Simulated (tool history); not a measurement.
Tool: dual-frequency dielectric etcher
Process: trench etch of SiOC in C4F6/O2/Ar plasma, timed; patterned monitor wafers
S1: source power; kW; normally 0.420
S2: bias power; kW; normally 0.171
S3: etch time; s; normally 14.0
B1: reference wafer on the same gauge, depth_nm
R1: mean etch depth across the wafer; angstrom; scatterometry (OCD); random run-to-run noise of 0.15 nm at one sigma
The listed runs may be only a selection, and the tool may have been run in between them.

Run 1, hour 0.0: usual settings but S3 11.5 s; B1 26.41. Result: R1 217.8 angstrom.
Run 2, hour 14.1: usual settings; B1 26.38. Result: R1 264.5 angstrom.
Run 3, hour 26.3: usual settings; B1 26.36. Result: R1 265.0 angstrom.
Run 4, hour 39.8: usual settings; B1 26.37. Result: R1 264.2 angstrom.
Run 5, hour 50.4: usual settings but S3 13.0 s; B1 26.39. Result: R1 249.4 angstrom.
Run 6, hour 62.8: usual settings but S3 13.0 s; B1 26.40. Result: R1 245.4 angstrom.
At hour 90.7: wet clean of the chamber.
At hour 99.9: bias power generator calibrated.
At hour 103.3: upper electrode replaced.
Run 7, hour 103.8: usual settings; B1 26.41. Result: R1 258.7 angstrom.
Run 8, hour 104.1: usual settings; B1 26.43. Result: R1 260.3 angstrom.
Run 9, hour 107.3: usual settings; B1 26.38. Result: R1 262.3 angstrom.
Run 10, hour 122.4: usual settings; B1 26.37. Result: R1 259.8 angstrom.
Run 11, hour 136.0: usual settings but S2 0.145 kW, S3 15.5 s; B1 26.42. Result: R1 275.6 angstrom.
Run 12, hour 146.6: usual settings but S2 0.145 kW, S3 15.5 s; B1 26.44. Result: R1 276.9 angstrom.
Run 13, hour 155.4: usual settings but S2 0.145 kW, S3 15.5 s; B1 26.37. Result: R1 279.6 angstrom.
Run 14, hour 172.7: usual settings; B1 26.43. Result: R1 264.4 angstrom.
Run 15, hour 181.6: usual settings but S2 0.182 kW; B1 26.34. Result: R1 265.4 angstrom.
Run 16, hour 193.3: usual settings but S1 0.450 kW; B1 26.40. Result: R1 267.5 angstrom.
Run 17, hour 201.7: usual settings but S1 0.330 kW, S2 0.189 kW; B1 26.37. Result: R1 248.9 angstrom.
At hour 208.6: source power generator calibrated.
Run 18, hour 217.0: usual settings but S2 0.149 kW, S3 11.5 s; B1 26.40. Result: R1 205.4 angstrom.
Run 19, hour 232.6: usual settings; B1 26.38. Result: R1 262.2 angstrom.
Run 20, hour 240.0: usual settings; B1 26.42. Result: R1 263.7 angstrom.
Run 21, hour 274.9: usual settings; B1 26.42. Result: R1 262.3 angstrom.
Run 22, hour 281.3: usual settings but S2 0.204 kW; B1 26.39. Result: R1 276.1 angstrom.
Run 23, hour 288.9: usual settings; B1 26.42. Result: R1 264.2 angstrom.
Run 24, hour 299.0: usual settings but S1 0.360 kW, S3 16.0 s; B1 26.44. Result: R1 286.0 angstrom.
At hour 299.0: gauge calibrated.
Run 25, hour 308.3: usual settings but S1 0.520 kW, S2 0.204 kW, S3 12.5 s; B1 26.38. Result: R1 266.8 angstrom.
Run 26, hour 320.0: usual settings but S2 0.210 kW, S3 16.5 s; B1 26.37. Result: R1 329.5 angstrom.
Run 27, hour 337.7: usual settings but S1 0.500 kW, S2 0.140 kW, S3 11.5 s; B1 26.40. Result: R1 223.2 angstrom.
Run 28, hour 355.2: usual settings but S2 0.210 kW, S3 13.0 s; B1 26.45. Result: R1 259.7 angstrom.
Run 29, hour 369.5: usual settings but S1 0.510 kW, S2 0.160 kW, S3 13.0 s; B1 26.36. Result: R1 259.5 angstrom.
Run 30, hour 384.6: usual settings; B1 26.37. Result: R1 266.5 angstrom.

Each row is a separate what-if for the run after 30, all from the same tool condition, not one after another. Results?
Run A, hour 385.0: usual settings but S3 16.0 s; B1 ?. Result: R1 ?.
Run B, hour 385.0: usual settings but S1 0.500 kW; B1 ?. Result: R1 ?.
Run C, hour 385.0: usual settings but S1 0.500 kW, S2 0.128 kW; B1 ?. Result: R1 ?.
Run D, hour 385.0: usual settings but S1 0.380 kW, S2 0.192 kW, S3 16.5 s; B1 ?. Result: R1 ?.

run     B1     R1
  A  26.33  305.2
  B  26.33  285.1
  C  26.33  266.3
  D  26.33  312.5
Without the tool's unlogged condition, the same runs would have read:
run     R1
  A  296.3
  B  276.8
  C  258.5
  D  303.5
